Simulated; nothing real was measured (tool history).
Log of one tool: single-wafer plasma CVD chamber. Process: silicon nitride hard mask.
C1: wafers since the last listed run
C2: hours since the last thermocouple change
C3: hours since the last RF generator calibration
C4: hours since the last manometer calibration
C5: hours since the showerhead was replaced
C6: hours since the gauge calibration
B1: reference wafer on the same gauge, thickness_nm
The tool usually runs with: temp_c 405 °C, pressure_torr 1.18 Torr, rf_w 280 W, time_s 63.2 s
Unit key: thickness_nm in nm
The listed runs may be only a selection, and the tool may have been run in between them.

{"run": 1, "hour": 0.0, "temp_c": 393, "pressure_torr": 1.18, "rf_w": 280, "time_s": 63.2, "C1": 0, "C2": 754.8, "C3": 1785.7, "C4": 2072.8, "C5": 5092.6, "C6": 20.6, "B1": 64.892, "thickness_nm": 56.187}
{"run": 2, "hour": 9.6, "temp_c": 393, "pressure_torr": 1.18, "rf_w": 280, "time_s": 63.2, "C1": 100, "C2": 764.4, "C3": 1795.3, "C4": 2082.4, "C5": 5102.2, "C6": 30.2, "B1": 64.843, "thickness_nm": 56.331}
{"run": 3, "hour": 25.5, "temp_c": 405, "pressure_torr": 1.37, "rf_w": 280, "time_s": 63.2, "C1": 166, "C2": 780.3, "C3": 1811.2, "C4": 2098.3, "C5": 5118.1, "C6": 46.1, "B1": 64.944, "thickness_nm": 60.666}
{"run": 4, "hour": 39.7, "temp_c": 405, "pressure_torr": 1.37, "rf_w": 280, "time_s": 63.2, "C1": 148, "C2": 794.5, "C3": 1825.4, "C4": 2112.5, "C5": 5132.3, "C6": 60.3, "B1": 64.883, "thickness_nm": 60.165}
{"run": 5, "hour": 45.8, "temp_c": 405, "pressure_torr": 1.37, "rf_w": 280, "time_s": 63.2, "C1": 63, "C2": 800.6, "C3": 1831.5, "C4": 2118.6, "C5": 5138.4, "C6": 66.4, "B1": 64.856, "thickness_nm": 60.21}
{"run": 6, "hour": 57.0, "temp_c": 405, "pressure_torr": 1.18, "rf_w": 280, "time_s": 63.2, "C1": 117, "C2": 811.8, "C3": 1842.7, "C4": 2129.8, "C5": 5149.6, "C6": 77.6, "B1": 64.931, "thickness_nm": 56.138}
{"run": 7, "hour": 66.0, "temp_c": 405, "pressure_torr": 1.18, "rf_w": 280, "time_s": 63.2, "C1": 94, "C2": 820.8, "C3": 1851.7, "C4": 2138.8, "C5": 5158.6, "C6": 86.6, "B1": 64.889, "thickness_nm": 56.128}
{"run": 8, "hour": 79.7, "temp_c": 405, "pressure_torr": 1.18, "rf_w": 245, "time_s": 63.2, "C1": 143, "C2": 834.5, "C3": 1865.4, "C4": 2152.5, "C5": 5172.3, "C6": 100.3, "B1": 65.014, "thickness_nm": 49.663}
{"hour": 96.8, "done": "showerhead replaced"}
{"run": 9, "hour": 123.5, "temp_c": 405, "pressure_torr": 1.18, "rf_w": 280, "time_s": 63.2, "C1": 374, "C2": 878.3, "C3": 1909.2, "C4": 2196.3, "C5": 26.7, "C6": 144.1, "B1": 64.973, "thickness_nm": 56.25}
{"run": 10, "hour": 131.6, "temp_c": 405, "pressure_torr": 1.18, "rf_w": 280, "time_s": 63.2, "C1": 84, "C2": 886.4, "C3": 1917.3, "C4": 2204.4, "C5": 34.8, "C6": 152.2, "B1": 64.9, "thickness_nm": 55.76}
{"run": 11, "hour": 144.2, "temp_c": 405, "pressure_torr": 1.18, "rf_w": 280, "time_s": 63.2, "C1": 131, "C2": 899, "C3": 1929.9, "C4": 2217, "C5": 47.4, "C6": 164.8, "B1": 64.876, "thickness_nm": 56.115}
{"run": 12, "hour": 158.2, "temp_c": 405, "pressure_torr": 1.18, "rf_w": 280, "time_s": 63.2, "C1": 146, "C2": 913, "C3": 1943.9, "C4": 2231, "C5": 61.4, "C6": 178.8, "B1": 64.841, "thickness_nm": 56.226}
{"run": 13, "hour": 173.6, "temp_c": 405, "pressure_torr": 1.18, "rf_w": 280, "time_s": 63.2, "C1": 161, "C2": 928.4, "C3": 1959.3, "C4": 2246.4, "C5": 76.8, "C6": 194.2, "B1": 64.932, "thickness_nm": 55.946}
{"hour": 174.3, "done": "gauge calibrated"}
{"run": 14, "hour": 183.9, "temp_c": 405, "pressure_torr": 1.18, "rf_w": 280, "time_s": 63.2, "C1": 107, "C2": 938.7, "C3": 1969.6, "C4": 2256.7, "C5": 87.1, "C6": 9.6, "B1": 64.853, "thickness_nm": 56.383}
{"hour": 196.1, "done": "RF generator calibrated"}
{"hour": 199.4, "done": "thermocouple changed; heater temperature recalibrated"}
{"run": 15, "hour": 199.9, "temp_c": 396, "pressure_torr": 1.36, "rf_w": 235, "time_s": 73.9, "C1": 48, "C2": 0.5, "C3": 3.8, "C4": 2272.7, "C5": 103.1, "C6": 25.6, "B1": 64.981, "thickness_nm": 60.13}
{"run": 16, "hour": 204.4, "temp_c": 405, "pressure_torr": 1.09, "rf_w": 230, "time_s": 63.2, "C1": 47, "C2": 5, "C3": 8.3, "C4": 2277.2, "C5": 107.6, "C6": 30.1, "B1": 64.897, "thickness_nm": 44.97}
{"run": 17, "hour": 219.3, "temp_c": 405, "pressure_torr": 1.18, "rf_w": 280, "time_s": 63.2, "C1": 155, "C2": 19.9, "C3": 23.2, "C4": 2292.1, "C5": 122.5, "C6": 45, "B1": 64.915, "thickness_nm": 56.214}
{"hour": 235.2, "done": "capacitance manometer re-zeroed and calibrated"}
{"run": 18, "hour": 235.7, "temp_c": 405, "pressure_torr": 1.18, "rf_w": 280, "time_s": 72.8, "C1": 87, "C2": 36.3, "C3": 39.6, "C4": 0.5, "C5": 138.9, "C6": 61.4, "B1": 64.948, "thickness_nm": 64.678}
{"run": 19, "hour": 240.1, "temp_c": 401, "pressure_torr": 1.18, "rf_w": 280, "time_s": 74.5, "C1": 46, "C2": 40.7, "C3": 44, "C4": 4.9, "C5": 143.3, "C6": 65.8, "B1": 64.977, "thickness_nm": 66.392}
{"run": 20, "hour": 247.2, "temp_c": 413, "pressure_torr": 1.18, "rf_w": 280, "time_s": 63.2, "C1": 74, "C2": 47.8, "C3": 51.1, "C4": 12, "C5": 150.4, "C6": 72.9, "B1": 64.953, "thickness_nm": 56.241}
{"run": 21, "hour": 255.2, "temp_c": 398, "pressure_torr": 1.18, "rf_w": 330, "time_s": 63.2, "C1": 83, "C2": 55.8, "C3": 59.1, "C4": 20, "C5": 158.4, "C6": 80.9, "B1": 64.828, "thickness_nm": 63.643}
{"run": 22, "hour": 264.4, "temp_c": 405, "pressure_torr": 1.18, "rf_w": 280, "time_s": 63.2, "C1": 96, "C2": 65, "C3": 68.3, "C4": 29.2, "C5": 167.6, "C6": 90.1, "B1": 64.989, "thickness_nm": 56.003}
{"run": 23, "hour": 270.5, "temp_c": 393, "pressure_torr": 1.05, "rf_w": 255, "time_s": 63.2, "C1": 63, "C2": 71.1, "C3": 74.4, "C4": 35.3, "C5": 173.7, "C6": 96.2, "B1": 64.976, "thickness_nm": 48.523}
{"run": 24, "hour": 282.1, "temp_c": 398, "pressure_torr": 1.18, "rf_w": 330, "time_s": 63.2, "C1": 121, "C2": 82.7, "C3": 86, "C4": 46.9, "C5": 185.3, "C6": 107.8, "B1": 64.934, "thickness_nm": 64.025}
{"run": 25, "hour": 294.9, "temp_c": 405, "pressure_torr": 1.18, "rf_w": 240, "time_s": 52.2, "C1": 133, "C2": 95.5, "C3": 98.8, "C4": 59.7, "C5": 198.1, "C6": 120.6, "B1": 64.874, "thickness_nm": 40.731}
{"run": 26, "hour": 308.5, "temp_c": 405, "pressure_torr": 1.18, "rf_w": 280, "time_s": 63.2, "C1": 142, "C2": 109.1, "C3": 112.4, "C4": 73.3, "C5": 211.7, "C6": 134.2, "B1": 64.936, "thickness_nm": 56.213}

Across each entry between runs, compare the hidden state at the last listed run before it with the hidden state at the first listed run after it:
Logged between run 8 and run 9: showerhead replaced (hour 96.8)
  nothing in the hidden state changes from one run to the other
Logged between run 13 and run 14: gauge calibrated (hour 174.3)
  nothing in the hidden state changes from one run to the other
Logged between run 14 and run 15: RF generator calibrated (hour 196.1); thermocouple changed; heater temperature recalibrated (hour 199.4)
  nothing in the hidden state changes from one run to the other
Logged between run 17 and run 18: capacitance manometer re-zeroed and calibrated (hour 235.2)
  nothing in the hidden state changes from one run to the other
